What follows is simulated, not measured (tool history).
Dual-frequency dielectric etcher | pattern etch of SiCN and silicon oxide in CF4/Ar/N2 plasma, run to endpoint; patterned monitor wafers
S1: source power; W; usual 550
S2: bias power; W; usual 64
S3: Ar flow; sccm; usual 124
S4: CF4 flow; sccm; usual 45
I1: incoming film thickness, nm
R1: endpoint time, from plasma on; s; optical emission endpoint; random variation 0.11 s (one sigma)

run   hour   S1  S2   S3  S4     I1    R1
  1    0.0  550  64  124  51  13.33  13.9
  2   17.4  480  64  154  45  13.22  16.3
  3   39.3  550  64  124  51  13.38  13.9
  4   63.4  550  64  124  45  13.21  14.0
  5   81.0  550  51  124  45  13.17  16.1
  6  180.1  550  51  124  51  13.32  16.0
  7  198.1  550  64  124  45  13.39  14.4
  8  216.9  550  64  124  37  13.37  14.5
  9  241.9  550  72   98  45  13.20  12.6
 10  292.3  500  64  124  45  13.32  15.5
 11  362.3  550  64  124  45  13.54  14.4
 12  378.7  550  70  124  45  13.31  13.3
 13  395.5  680  75  124  41  13.27  10.8
 14  418.3  590  71   98  37  13.32  12.3
 15  451.1  650  57  110  52  13.21  12.4
 16  479.8  550  64  124  39  13.28  14.4
 17  512.9  550  64  124  45  13.39  14.1
 18  538.0  660  57  135  45  13.21  13.0
 19  603.8  510  53  149  48  13.33  17.6
 20  639.5  490  56  124  45  13.35  17.0
 21  674.6  550  64  124  45  13.37  14.1
 22  691.6  620  49  152  54  13.23  14.9
 23  708.6  550  64  111  42  13.30  13.9
 24  736.4  590  64  109  49  13.34  12.6

Taken out of this log: 4 entries between the listed runs. Where each belongs, and how the hidden state differs across it:
Between runs 5 and 6: CF4 flow controller replaced (hour 146.3); wet clean of the chamber (hour 178.6)
  no hidden state differs between the two runs
Between runs 9 and 10: Ar flow controller replaced (hour 272.5); upper electrode replaced (hour 291.8)
  no hidden state differs between the two runs

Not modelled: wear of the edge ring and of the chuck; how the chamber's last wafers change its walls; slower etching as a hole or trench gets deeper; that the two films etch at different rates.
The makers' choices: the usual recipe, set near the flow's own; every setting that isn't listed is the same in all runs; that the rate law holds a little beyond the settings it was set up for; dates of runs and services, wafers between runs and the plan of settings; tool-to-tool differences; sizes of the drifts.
